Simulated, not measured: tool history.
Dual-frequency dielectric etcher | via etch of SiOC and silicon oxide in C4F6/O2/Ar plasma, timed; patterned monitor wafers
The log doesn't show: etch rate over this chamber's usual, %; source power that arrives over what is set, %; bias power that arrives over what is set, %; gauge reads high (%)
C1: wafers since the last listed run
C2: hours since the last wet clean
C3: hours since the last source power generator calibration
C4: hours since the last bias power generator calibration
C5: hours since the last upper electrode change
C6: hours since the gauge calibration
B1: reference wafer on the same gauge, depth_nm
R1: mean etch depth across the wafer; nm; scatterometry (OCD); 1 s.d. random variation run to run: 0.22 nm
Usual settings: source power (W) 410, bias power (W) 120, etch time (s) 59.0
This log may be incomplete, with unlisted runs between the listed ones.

{"run": 1, "hour": 0.0, "source power (W)": 480, "bias power (W)": 120, "etch time (s)": 53.0, "C1": 0, "C2": 388.4, "C3": 5171.1, "C4": 3730.3, "C5": 4505.3, "C6": 509.9, "B1": 67.0, "R1": 61.4}
{"run": 2, "hour": 21.3, "source power (W)": 410, "bias power (W)": 120, "etch time (s)": 59.0, "C1": 150, "C2": 409.7, "C3": 5192.4, "C4": 3751.6, "C5": 4526.6, "C6": 531.2, "B1": 67.0, "R1": 63.3}
{"hour": 45.6, "done": "bias power generator calibrated"}
{"run": 3, "hour": 53.6, "source power (W)": 410, "bias power (W)": 120, "etch time (s)": 59.0, "C1": 199, "C2": 442.0, "C3": 5224.7, "C4": 8.0, "C5": 4558.9, "C6": 563.5, "B1": 67.0, "R1": 63.4}
{"run": 4, "hour": 61.9, "source power (W)": 370, "bias power (W)": 120, "etch time (s)": 65.0, "C1": 58, "C2": 450.3, "C3": 5233.0, "C4": 16.3, "C5": 4567.2, "C6": 571.8, "B1": 67.0, "R1": 66.4}
{"run": 5, "hour": 75.5, "source power (W)": 370, "bias power (W)": 120, "etch time (s)": 65.0, "C1": 95, "C2": 463.9, "C3": 5246.6, "C4": 29.9, "C5": 4580.8, "C6": 585.4, "B1": 67.0, "R1": 66.5}
{"run": 6, "hour": 91.9, "source power (W)": 370, "bias power (W)": 120, "etch time (s)": 65.0, "C1": 115, "C2": 480.3, "C3": 5263.0, "C4": 46.3, "C5": 4597.2, "C6": 601.8, "B1": 67.0, "R1": 66.4}
{"run": 7, "hour": 106.9, "source power (W)": 410, "bias power (W)": 120, "etch time (s)": 68.5, "C1": 105, "C2": 495.3, "C3": 5278.0, "C4": 61.3, "C5": 4612.2, "C6": 616.8, "B1": 67.0, "R1": 73.8}
{"hour": 136.0, "done": "wet clean of the chamber"}
{"run": 8, "hour": 136.5, "source power (W)": 410, "bias power (W)": 120, "etch time (s)": 68.5, "C1": 39, "C2": 0.5, "C3": 5307.6, "C4": 90.9, "C5": 4641.8, "C6": 646.4, "B1": 66.9, "R1": 70.6}
{"run": 9, "hour": 136.9, "source power (W)": 360, "bias power (W)": 120, "etch time (s)": 64.5, "C1": 2, "C2": 0.9, "C3": 5308.0, "C4": 91.3, "C5": 4642.2, "C6": 646.8, "B1": 67.0, "R1": 61.7}
{"run": 10, "hour": 148.3, "source power (W)": 410, "bias power (W)": 120, "etch time (s)": 59.0, "C1": 80, "C2": 12.3, "C3": 5319.4, "C4": 102.7, "C5": 4653.6, "C6": 658.2, "B1": 67.0, "R1": 61.2}
{"hour": 163.3, "done": "gauge calibrated"}
{"run": 11, "hour": 164.6, "source power (W)": 380, "bias power (W)": 112, "etch time (s)": 59.0, "C1": 114, "C2": 28.6, "C3": 5335.7, "C4": 119.0, "C5": 4669.9, "C6": 1.3, "B1": 67.0, "R1": 57.6}
{"hour": 176.3, "done": "source power generator calibrated"}
{"run": 12, "hour": 177.8, "source power (W)": 410, "bias power (W)": 120, "etch time (s)": 51.5, "C1": 64, "C2": 41.8, "C3": 1.5, "C4": 132.2, "C5": 4683.1, "C6": 14.5, "B1": 67.0, "R1": 53.2}
{"run": 13, "hour": 188.1, "source power (W)": 410, "bias power (W)": 120, "etch time (s)": 59.0, "C1": 72, "C2": 52.1, "C3": 11.8, "C4": 142.5, "C5": 4693.4, "C6": 24.8, "B1": 67.0, "R1": 61.1}
{"run": 14, "hour": 200.0, "source power (W)": 470, "bias power (W)": 102, "etch time (s)": 48.5, "C1": 83, "C2": 64.0, "C3": 23.7, "C4": 154.4, "C5": 4705.3, "C6": 36.7, "B1": 67.0, "R1": 51.8}
{"run": 15, "hour": 208.2, "source power (W)": 370, "bias power (W)": 128, "etch time (s)": 65.5, "C1": 57, "C2": 72.2, "C3": 31.9, "C4": 162.6, "C5": 4713.5, "C6": 44.9, "B1": 66.9, "R1": 65.6}
{"run": 16, "hour": 221.9, "source power (W)": 320, "bias power (W)": 120, "etch time (s)": 71.0, "C1": 96, "C2": 85.9, "C3": 45.6, "C4": 176.3, "C5": 4727.2, "C6": 58.6, "B1": 66.9, "R1": 64.2}
{"run": 17, "hour": 232.5, "source power (W)": 410, "bias power (W)": 145, "etch time (s)": 59.0, "C1": 74, "C2": 96.5, "C3": 56.2, "C4": 186.9, "C5": 4737.8, "C6": 69.2, "B1": 67.0, "R1": 63.9}
{"run": 18, "hour": 243.0, "source power (W)": 410, "bias power (W)": 120, "etch time (s)": 59.0, "C1": 73, "C2": 107.0, "C3": 66.7, "C4": 197.4, "C5": 4748.3, "C6": 79.7, "B1": 66.9, "R1": 61.3}
{"hour": 281.5, "done": "upper electrode replaced"}
{"run": 19, "hour": 282.0, "source power (W)": 410, "bias power (W)": 120, "etch time (s)": 59.0, "C1": 105, "C2": 146.0, "C3": 105.7, "C4": 236.4, "C5": 0.5, "C6": 118.7, "B1": 67.1, "R1": 61.7}
{"run": 20, "hour": 282.3, "source power (W)": 410, "bias power (W)": 120, "etch time (s)": 59.0, "C1": 2, "C2": 146.3, "C3": 106.0, "C4": 236.7, "C5": 0.8, "C6": 119.0, "B1": 67.1, "R1": 61.8}
{"run": 21, "hour": 282.6, "source power (W)": 340, "bias power (W)": 120, "etch time (s)": 64.0, "C1": 2, "C2": 146.6, "C3": 106.3, "C4": 237.0, "C5": 1.1, "C6": 119.3, "B1": 67.0, "R1": 60.8}
{"run": 22, "hour": 294.2, "source power (W)": 410, "bias power (W)": 120, "etch time (s)": 54.0, "C1": 81, "C2": 158.2, "C3": 117.9, "C4": 248.6, "C5": 12.7, "C6": 130.9, "B1": 67.0, "R1": 56.6}
{"run": 23, "hour": 310.4, "source power (W)": 320, "bias power (W)": 129, "etch time (s)": 59.0, "C1": 114, "C2": 174.4, "C3": 134.1, "C4": 264.8, "C5": 28.9, "C6": 147.1, "B1": 67.0, "R1": 55.5}
{"run": 24, "hour": 329.2, "source power (W)": 340, "bias power (W)": 131, "etch time (s)": 59.0, "C1": 132, "C2": 193.2, "C3": 152.9, "C4": 283.6, "C5": 47.7, "C6": 165.9, "B1": 66.9, "R1": 57.2}
{"run": 25, "hour": 342.0, "source power (W)": 460, "bias power (W)": 120, "etch time (s)": 59.0, "C1": 90, "C2": 206.0, "C3": 165.7, "C4": 296.4, "C5": 60.5, "C6": 178.7, "B1": 67.0, "R1": 65.8}
{"run": 26, "hour": 354.0, "source power (W)": 410, "bias power (W)": 120, "etch time (s)": 59.0, "C1": 84, "C2": 218.0, "C3": 177.7, "C4": 308.4, "C5": 72.5, "C6": 190.7, "B1": 67.0, "R1": 62.1}
{"run": 27, "hour": 366.3, "source power (W)": 470, "bias power (W)": 101, "etch time (s)": 64.5, "C1": 86, "C2": 230.3, "C3": 190.0, "C4": 320.7, "C5": 84.8, "C6": 203.0, "B1": 66.9, "R1": 70.0}
{"run": 28, "hour": 374.3, "source power (W)": 410, "bias power (W)": 120, "etch time (s)": 59.0, "C1": 56, "C2": 238.3, "C3": 198.0, "C4": 328.7, "C5": 92.8, "C6": 211.0, "B1": 67.0, "R1": 62.1}
{"run": 29, "hour": 391.7, "source power (W)": 410, "bias power (W)": 101, "etch time (s)": 66.5, "C1": 122, "C2": 255.7, "C3": 215.4, "C4": 346.1, "C5": 110.2, "C6": 228.4, "B1": 67.0, "R1": 67.5}

Across each entry between runs, compare the hidden state at the last listed run before it with the hidden state at the first listed run after it:
In the gap between runs 2 and 3: bias power generator calibrated (hour 45.6)
  etch rate over this chamber's usual, %: 4.32 -> 4.66
  measured less the result without the state, R1: +2.6 -> +2.8 nm
In the gap between runs 7 and 8: wet clean of the chamber (hour 136.0)
  etch rate over this chamber's usual, %: 5.21 -> 0.312
  measured less the result without the state, R1: +3.6 -> +0.2 nm
In the gap between runs 10 and 11: gauge calibrated (hour 163.3)
  etch rate over this chamber's usual, %: 0.434 -> 0.602
  measured less the result without the state, R1: +0.2 -> +0.3 nm
In the gap between runs 11 and 12: source power generator calibrated (hour 176.3)
  etch rate over this chamber's usual, %: 0.602 -> 0.739
  measured less the result without the state, R1: +0.3 -> +0.4 nm
In the gap between runs 18 and 19: upper electrode replaced (hour 281.5)
  etch rate over this chamber's usual, %: 1.41 -> 1.82
  measured less the result without the state, R1: +0.8 -> +1.1 nm
